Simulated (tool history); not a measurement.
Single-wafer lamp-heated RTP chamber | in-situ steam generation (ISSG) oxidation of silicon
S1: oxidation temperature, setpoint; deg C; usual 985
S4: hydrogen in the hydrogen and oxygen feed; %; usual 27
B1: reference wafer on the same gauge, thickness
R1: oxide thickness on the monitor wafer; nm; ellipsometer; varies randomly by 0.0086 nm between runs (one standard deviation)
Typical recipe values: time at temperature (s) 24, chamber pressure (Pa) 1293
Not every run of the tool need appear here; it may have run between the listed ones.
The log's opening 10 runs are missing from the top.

run 11 hour=1027.7 | S1=985 time_at_temperature_(s)=24 chamber_pressure_(Pa)=1293 S4=27 | B1=5.58 | R1=5.763
run 12 hour=1090.7 | S1=992 time_at_temperature_(s)=19 chamber_pressure_(Pa)=1293 S4=27 | B1=5.578 | R1=5.339
run 13 hour=1191.9 | S1=985 time_at_temperature_(s)=24 chamber_pressure_(Pa)=1293 S4=27 | B1=5.578 | R1=5.765
-- hour=1207.6 hydrogen flow controller replaced
run 14 hour=1234.8 | S1=985 time_at_temperature_(s)=24 chamber_pressure_(Pa)=1293 S4=21 | B1=5.581 | R1=5.484
run 15 hour=1326 | S1=969 time_at_temperature_(s)=24 chamber_pressure_(Pa)=1187 S4=23 | B1=5.578 | R1=5.311
run 16 hour=1388.7 | S1=998 time_at_temperature_(s)=24 chamber_pressure_(Pa)=1360 S4=22 | B1=5.581 | R1=5.791
run 17 hour=1447.1 | S1=985 time_at_temperature_(s)=24 chamber_pressure_(Pa)=1240 S4=27 | B1=5.583 | R1=5.833
-- hour=1473 pyrometer window cleaned and pyrometer calibrated
run 18 hour=1533.6 | S1=985 time_at_temperature_(s)=15 chamber_pressure_(Pa)=1107 S4=27 | B1=5.58 | R1=4.782
run 19 hour=1653 | S1=985 time_at_temperature_(s)=24 chamber_pressure_(Pa)=1293 S4=27 | B1=5.58 | R1=5.737
run 20 hour=1746.2 | S1=985 time_at_temperature_(s)=24 chamber_pressure_(Pa)=1293 S4=27 | B1=5.579 | R1=5.754
run 21 hour=1846.3 | S1=985 time_at_temperature_(s)=30 chamber_pressure_(Pa)=1293 S4=27 | B1=5.581 | R1=6.402
run 22 hour=2048.1 | S1=985 time_at_temperature_(s)=29 chamber_pressure_(Pa)=1093 S4=27 | B1=5.582 | R1=6.435
run 23 hour=2152.1 | S1=985 time_at_temperature_(s)=24 chamber_pressure_(Pa)=1360 S4=24 | B1=5.58 | R1=5.575
run 24 hour=2249.9 | S1=985 time_at_temperature_(s)=24 chamber_pressure_(Pa)=1293 S4=27 | B1=5.577 | R1=5.787
run 25 hour=2320.6 | S1=985 time_at_temperature_(s)=33 chamber_pressure_(Pa)=1293 S4=18 | B1=5.582 | R1=6.19
run 26 hour=2402.2 | S1=974 time_at_temperature_(s)=17 chamber_pressure_(Pa)=1093 S4=32 | B1=5.578 | R1=5.114
-- hour=2438.8 pyrometer window cleaned and pyrometer calibrated
run 27 hour=2475.6 | S1=985 time_at_temperature_(s)=24 chamber_pressure_(Pa)=1200 S4=27 | B1=5.577 | R1=5.819
run 28 hour=2519.3 | S1=985 time_at_temperature_(s)=30 chamber_pressure_(Pa)=1293 S4=24 | B1=5.579 | R1=6.219
run 29 hour=2623.1 | S1=985 time_at_temperature_(s)=16 chamber_pressure_(Pa)=1293 S4=27 | B1=5.581 | R1=4.808
-- hour=2675 gauge calibrated
run 30 hour=2699.2 | S1=985 time_at_temperature_(s)=17 chamber_pressure_(Pa)=1360 S4=22 | B1=5.58 | R1=4.662
run 31 hour=2741.7 | S1=985 time_at_temperature_(s)=24 chamber_pressure_(Pa)=1293 S4=27 | B1=5.581 | R1=5.765
run 32 hour=2846.6 | S1=985 time_at_temperature_(s)=24 chamber_pressure_(Pa)=1293 S4=24 | B1=5.581 | R1=5.62

Predict each of these 3 candidate next runs independently; none follows another, all start after run 32:
run A hour=2847 | S1=985 time_at_temperature_(s)=15 chamber_pressure_(Pa)=1293 S4=27 | B1=? | R1=?
run B hour=2847 | S1=985 time_at_temperature_(s)=24 chamber_pressure_(Pa)=1360 S4=32 | B1=? | R1=?
run C hour=2847 | S1=985 time_at_temperature_(s)=15 chamber_pressure_(Pa)=1200 S4=27 | B1=? | R1=?

run=A B1=5.581 R1=4.697
run=B B1=5.581 R1=5.925
run=C B1=5.581 R1=4.754
Stripped of hidden state, with their random variation kept, the same runs would have yielded:
run=A R1=4.662
run=B R1=5.872
run=C R1=4.724
